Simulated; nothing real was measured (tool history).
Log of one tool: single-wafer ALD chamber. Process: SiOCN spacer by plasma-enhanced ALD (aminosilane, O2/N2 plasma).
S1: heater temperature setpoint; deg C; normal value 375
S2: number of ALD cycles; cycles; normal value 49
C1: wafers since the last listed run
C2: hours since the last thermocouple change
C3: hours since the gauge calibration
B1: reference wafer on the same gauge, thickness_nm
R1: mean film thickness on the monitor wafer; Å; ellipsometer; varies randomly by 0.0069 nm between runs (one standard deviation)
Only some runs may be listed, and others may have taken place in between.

Run 1, hour 0.0: usual settings but S1 383 deg C, S2 54 cycles; C1 0; C2 630.1; C3 327.3; B1 2.552. Result: R1 30.43 Å.
Run 2, hour 60.0: usual settings but S1 383 deg C, S2 54 cycles; C1 262; C2 690.1; C3 387.3; B1 2.548. Result: R1 30.17 Å.
Run 3, hour 141.4: usual settings but S1 383 deg C, S2 54 cycles; C1 355; C2 771.5; C3 468.7; B1 2.545. Result: R1 30.34 Å.
At hour 166.1: thermocouple changed; heater temperature recalibrated.
Run 4, hour 231.8: usual settings but S2 56 cycles; C1 359; C2 65.7; C3 559.1; B1 2.538. Result: R1 31.41 Å.
Run 5, hour 279.8: usual settings but S2 56 cycles; C1 209; C2 113.7; C3 607.1; B1 2.534. Result: R1 31.26 Å.
Run 6, hour 366.3: usual settings but S1 365 deg C; C1 377; C2 200.2; C3 693.6; B1 2.530. Result: R1 27.29 Å.
Run 7, hour 439.5: usual settings but S1 365 deg C; C1 319; C2 273.4; C3 766.8; B1 2.525. Result: R1 27.16 Å.
Run 8, hour 523.5: usual settings but S1 365 deg C; C1 366; C2 357.4; C3 850.8; B1 2.519. Result: R1 27.25 Å.
Run 9, hour 596.9: usual settings; C1 320; C2 430.8; C3 924.2; B1 2.517. Result: R1 27.23 Å.
At hour 632.7: gauge calibrated.
Run 10, hour 666.1: usual settings; C1 302; C2 500.0; C3 33.4; B1 2.570. Result: R1 27.70 Å.
Run 11, hour 759.1: usual settings; C1 406; C2 593.0; C3 126.4; B1 2.564. Result: R1 27.66 Å.
Run 12, hour 835.1: usual settings; C1 332; C2 669.0; C3 202.4; B1 2.559. Result: R1 27.49 Å.
Run 13, hour 900.9: usual settings but S2 47 cycles; C1 287; C2 734.8; C3 268.2; B1 2.557. Result: R1 26.57 Å.
Run 14, hour 976.9: usual settings; C1 332; C2 810.8; C3 344.2; B1 2.550. Result: R1 27.42 Å.
Run 15, hour 1017.2: usual settings but S1 385 deg C, S2 56 cycles; C1 176; C2 851.1; C3 384.5; B1 2.547. Result: R1 31.26 Å.
Run 16, hour 1057.4: usual settings but S1 362 deg C, S2 59 cycles; C1 175; C2 891.3; C3 424.7; B1 2.544. Result: R1 32.99 Å.
At hour 1084.5: thermocouple changed; heater temperature recalibrated.
Run 17, hour 1122.2: usual settings but S1 385 deg C, S2 46 cycles; C1 248; C2 37.7; C3 489.5; B1 2.542. Result: R1 25.75 Å.
Run 18, hour 1161.3: usual settings; C1 170; C2 76.8; C3 528.6; B1 2.537. Result: R1 27.38 Å.
Run 19, hour 1250.6: usual settings but S1 363 deg C, S2 41 cycles; C1 390; C2 166.1; C3 617.9; B1 2.536. Result: R1 22.88 Å.
Run 20, hour 1302.3: usual settings but S1 389 deg C, S2 55 cycles; C1 225; C2 217.8; C3 669.6; B1 2.532. Result: R1 30.66 Å.
Run 21, hour 1366.0: usual settings but S1 381 deg C, S2 56 cycles; C1 278; C2 281.5; C3 733.3; B1 2.531. Result: R1 31.14 Å.
Run 22, hour 1423.6: usual settings but S2 52 cycles; C1 251; C2 339.1; C3 790.9; B1 2.527. Result: R1 29.03 Å.
Run 23, hour 1482.1: usual settings but S1 388 deg C, S2 42 cycles; C1 255; C2 397.6; C3 849.4; B1 2.525. Result: R1 23.37 Å.
Run 24, hour 1564.3: usual settings but S1 365 deg C, S2 43 cycles; C1 359; C2 479.8; C3 931.6; B1 2.516. Result: R1 23.76 Å.
At hour 1648.6: gauge calibrated.
Run 25, hour 1649.3: usual settings but S1 363 deg C, S2 41 cycles; C1 371; C2 564.8; C3 0.7; B1 2.566. Result: R1 23.15 Å.
Run 26, hour 1743.5: usual settings; C1 411; C2 659.0; C3 94.9; B1 2.562. Result: R1 27.71 Å.
Run 27, hour 1791.5: usual settings but S1 385 deg C, S2 56 cycles; C1 209; C2 707.0; C3 142.9; B1 2.556. Result: R1 31.47 Å.

Forecast each of these 4 alternatives for the next run:
Run A, hour 1792.0: usual settings but S2 39 cycles; C1 2; C2 707.5; C3 143.4; B1 ?. Result: R1 ?.
Run B, hour 1792.0: usual settings but S1 367 deg C, S2 52 cycles; C1 2; C2 707.5; C3 143.4; B1 ?. Result: R1 ?.
Run C, hour 1792.0: usual settings but S1 385 deg C, S2 54 cycles; C1 2; C2 707.5; C3 143.4; B1 ?. Result: R1 ?.
Run D, hour 1792.0: usual settings but S2 46 cycles; C1 2; C2 707.5; C3 143.4; B1 ?. Result: R1 ?.

run     B1     R1
  A  2.559  22.00
  B  2.559  29.34
  C  2.559  30.47
  D  2.559  25.95
Take away the tool's hidden state, keep each run's random variation, and the runs would have read:
run     R1
  A  22.11
  B  29.48
  C  30.61
  D  26.07

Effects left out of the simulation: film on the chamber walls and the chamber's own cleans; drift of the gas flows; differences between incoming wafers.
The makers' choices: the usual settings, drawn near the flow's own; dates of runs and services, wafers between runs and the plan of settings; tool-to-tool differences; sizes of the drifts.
